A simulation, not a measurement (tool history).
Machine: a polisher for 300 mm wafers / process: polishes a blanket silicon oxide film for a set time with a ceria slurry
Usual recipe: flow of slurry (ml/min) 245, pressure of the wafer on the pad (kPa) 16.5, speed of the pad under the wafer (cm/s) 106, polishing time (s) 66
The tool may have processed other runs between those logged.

run	hour	flow of slurry (ml/min)	pressure of the wafer on the pad (kPa)	speed of the pad under the wafer (cm/s)	polishing time (s)	wafers since the last listed run	wafers polished on this pad	hours since the slurry nozzle was cleaned	hours since the head pressure was calibrated	incoming thickness of the incoming film, nm	film removed (nm)
1	0	245	16.5	106	66	0	195	185.6	1270.4	1648.6	242.7
2	30.7	245	16.5	106	66	346	542	216.3	1301.1	1618.8	242.1
3	47.9	245	16.5	106	66	194	736	233.5	1318.3	1623.8	239.5
4	67.5	245	16.5	134	60	221	958	253.1	1337.9	1620.1	280.1
5	91	245	16.5	134	60	265	1223	276.6	1361.4	1633.9	278.2
6	112.9	245	16.5	106	66	247	1471	298.5	1383.3	1614	239.2
7	126	245	18.6	106	66	148	1619	311.6	1396.4	1616.6	269.9
8	140.8	245	18.6	106	66	167	1786	326.4	1411.2	1603.2	271.3
9	161.6	245	16.5	106	66	235	2021	347.2	1432	1603.1	241.8
# hour 176.9: head pressure recalibrated
10	177.4	180	16.5	106	66	155	2177	363	0.5	1648.2	237
# hour 196.7: worn pad replaced by a new one
11	200	245	16.5	106	66	210	37	385.6	23.1	1620.7	239.8
12	212.5	245	16.5	106	66	141	178	398.1	35.6	1609	238.3
13	224.7	245	16.5	80	66	137	316	410.3	47.8	1635.5	183.7
14	243.8	245	16.5	80	66	215	531	429.4	66.9	1604.4	181.1
15	265.4	245	16.5	106	66	244	776	451	88.5	1588.2	242.6
16	294	245	16.5	106	66	323	1099	479.6	117.1	1623	243.3
17	326.4	325	18.6	106	66	366	1465	512	149.5	1605.3	274.6
18	344.3	245	13.8	106	74	202	1667	529.9	167.4	1637	230.2
19	365.7	275	16.5	124	66	241	1909	551.3	188.8	1641.4	282.2
20	384.9	275	16.5	106	66	216	2126	570.5	208	1629.7	244.2
21	407.3	245	16.5	106	66	253	2379	592.9	230.4	1634.4	246.3
# hour 426.5: worn pad replaced by a new one
22	445.2	245	20.7	106	66	383	211	630.8	268.3	1609.6	292.8
# hour 459.2: slurry nozzle cleaned
23	468.2	245	13.8	106	66	248	460	9	291.3	1628.1	206.8
24	484.6	245	16.5	106	56	185	645	25.4	307.7	1654.2	204.4
25	500	245	11.7	106	66	174	819	40.8	323.1	1616.4	179.5
26	588.1	245	16.5	106	66	995	1814	128.9	411.2	1608.6	243.8
27	613.1	205	16.5	72	50	282	2097	153.9	436.2	1630.1	121.9
28	628.6	245	16.5	84	66	175	2272	169.4	451.7	1602.5	190.6
29	641.8	245	16.5	106	79	149	2421	182.6	464.9	1622.8	292.7
# hour 661.2: worn pad replaced by a new one
30	662.2	245	16.5	74	66	185	11	203	485.3	1630.1	168.3
31	675.6	160	16.5	106	66	151	163	216.4	498.7	1620.6	233.5
32	691.9	245	14.5	106	66	184	347	232.7	515	1635.4	215.4
33	719.7	245	21.4	106	66	314	661	260.5	542.8	1612.8	306.2
34	818	245	16.5	106	86	1110	1772	358.8	641.1	1607.5	318.3
35	845.2	275	16.5	124	66	307	2079	386	668.3	1607.5	287.5
36	857.7	245	16.5	106	66	141	2220	398.5	680.8	1610	244.2
# hour 868: worn pad replaced by a new one
37	883.5	270	16.5	106	46	246	175	424.3	706.6	1613.9	172.4
38	909.2	320	12.4	80	66	290	465	450	732.3	1598.9	145

Across each entry between runs, compare the hidden state at the last listed run before it with the hidden state at the first listed run after it:
In the gap between runs 9 and 10: head pressure recalibrated (hour 176.9)
  both runs share identical hidden conditions
In the gap between runs 10 and 11: worn pad replaced by a new one (hour 196.7)
  both runs share identical hidden conditions
In the gap between runs 21 and 22: worn pad replaced by a new one (hour 426.5)
  both runs share identical hidden conditions
In the gap between runs 22 and 23: slurry nozzle cleaned (hour 459.2)
  both runs share identical hidden conditions
In the gap between runs 29 and 30: worn pad replaced by a new one (hour 661.2)
  both runs share identical hidden conditions
In the gap between runs 36 and 37: worn pad replaced by a new one (hour 868)
  both runs share identical hidden conditions
